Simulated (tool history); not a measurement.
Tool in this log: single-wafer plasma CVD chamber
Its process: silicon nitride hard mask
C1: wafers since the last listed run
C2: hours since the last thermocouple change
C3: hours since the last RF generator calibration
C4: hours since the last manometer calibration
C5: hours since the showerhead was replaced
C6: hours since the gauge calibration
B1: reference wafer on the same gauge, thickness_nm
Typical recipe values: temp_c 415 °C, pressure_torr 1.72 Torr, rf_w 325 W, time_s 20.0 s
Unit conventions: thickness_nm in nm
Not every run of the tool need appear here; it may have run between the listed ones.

run 1 hour=0.0 | temp_c=415 pressure_torr=1.72 rf_w=325 time_s=20.0 | C1=0 C2=1906.5 C3=2309.3 C4=613.0 C5=2731.4 C6=120.1 | B1=28.959 | thickness_nm=24.996
run 2 hour=65.8 | temp_c=415 pressure_torr=1.72 rf_w=325 time_s=20.0 | C1=1277 C2=1972.3 C3=2375.1 C4=678.8 C5=2797.2 C6=185.9 | B1=29.082 | thickness_nm=25.080
run 3 hour=88.9 | temp_c=415 pressure_torr=1.72 rf_w=325 time_s=20.0 | C1=448 C2=1995.4 C3=2398.2 C4=701.9 C5=2820.3 C6=209.0 | B1=29.118 | thickness_nm=25.137
run 4 hour=124.5 | temp_c=403 pressure_torr=1.72 rf_w=325 time_s=20.0 | C1=690 C2=2031.0 C3=2433.8 C4=737.5 C5=2855.9 C6=244.6 | B1=29.124 | thickness_nm=25.324
run 5 hour=152.4 | temp_c=415 pressure_torr=1.72 rf_w=310 time_s=20.0 | C1=541 C2=2058.9 C3=2461.7 C4=765.4 C5=2883.8 C6=272.5 | B1=29.107 | thickness_nm=24.475
run 6 hour=188.0 | temp_c=412 pressure_torr=1.72 rf_w=325 time_s=20.0 | C1=690 C2=2094.5 C3=2497.3 C4=801.0 C5=2919.4 C6=308.1 | B1=29.226 | thickness_nm=25.256
-- hour=195.9 gauge calibrated
run 7 hour=200.9 | temp_c=415 pressure_torr=1.72 rf_w=325 time_s=22.9 | C1=250 C2=2107.4 C3=2510.2 C4=813.9 C5=2932.3 C6=5.0 | B1=28.792 | thickness_nm=28.337
run 8 hour=223.6 | temp_c=415 pressure_torr=1.72 rf_w=325 time_s=22.9 | C1=440 C2=2130.1 C3=2532.9 C4=836.6 C5=2955.0 C6=27.7 | B1=28.767 | thickness_nm=28.397
-- hour=251.4 thermocouple changed; heater temperature recalibrated
run 9 hour=255.2 | temp_c=415 pressure_torr=1.72 rf_w=325 time_s=20.0 | C1=458 C2=3.8 C3=2564.5 C4=868.2 C5=2986.6 C6=59.3 | B1=28.860 | thickness_nm=24.734
run 10 hour=267.5 | temp_c=415 pressure_torr=1.72 rf_w=325 time_s=20.0 | C1=238 C2=16.1 C3=2576.8 C4=880.5 C5=2998.9 C6=71.6 | B1=28.885 | thickness_nm=24.963
run 11 hour=293.6 | temp_c=415 pressure_torr=1.72 rf_w=325 time_s=20.0 | C1=506 C2=42.2 C3=2602.9 C4=906.6 C5=3025.0 C6=97.7 | B1=28.827 | thickness_nm=25.030
run 12 hour=313.3 | temp_c=415 pressure_torr=2.10 rf_w=325 time_s=20.0 | C1=382 C2=61.9 C3=2622.6 C4=926.3 C5=3044.7 C6=117.4 | B1=28.904 | thickness_nm=26.453
run 13 hour=329.5 | temp_c=415 pressure_torr=1.72 rf_w=325 time_s=20.0 | C1=314 C2=78.1 C3=2638.8 C4=942.5 C5=3060.9 C6=133.6 | B1=28.925 | thickness_nm=24.855
run 14 hour=345.0 | temp_c=415 pressure_torr=1.42 rf_w=325 time_s=23.6 | C1=300 C2=93.6 C3=2654.3 C4=958.0 C5=3076.4 C6=149.1 | B1=28.926 | thickness_nm=27.923
-- hour=381.2 RF generator calibrated
run 15 hour=381.7 | temp_c=415 pressure_torr=1.72 rf_w=325 time_s=20.0 | C1=557 C2=130.3 C3=0.5 C4=994.7 C5=3113.1 C6=185.8 | B1=28.978 | thickness_nm=25.004
-- hour=405.1 showerhead replaced
-- hour=422.7 capacitance manometer re-zeroed and calibrated
run 16 hour=423.1 | temp_c=415 pressure_torr=1.72 rf_w=325 time_s=20.0 | C1=493 C2=171.7 C3=41.9 C4=0.4 C5=18.0 C6=227.2 | B1=29.041 | thickness_nm=24.977

Expected results for the next run?
run 17 hour=443.5 | temp_c=428 pressure_torr=2.03 rf_w=355 time_s=17.9 | C1=395 C2=192.1 C3=62.3 C4=20.8 C5=38.4 C6=247.6 | B1=? | thickness_nm=?

{"run 17": {"B1": 29.04, "thickness_nm": 24.514}}
Were there no unlogged condition in the tool, this run, its random variation unchanged, would have produced thickness_nm 24.300 nm.
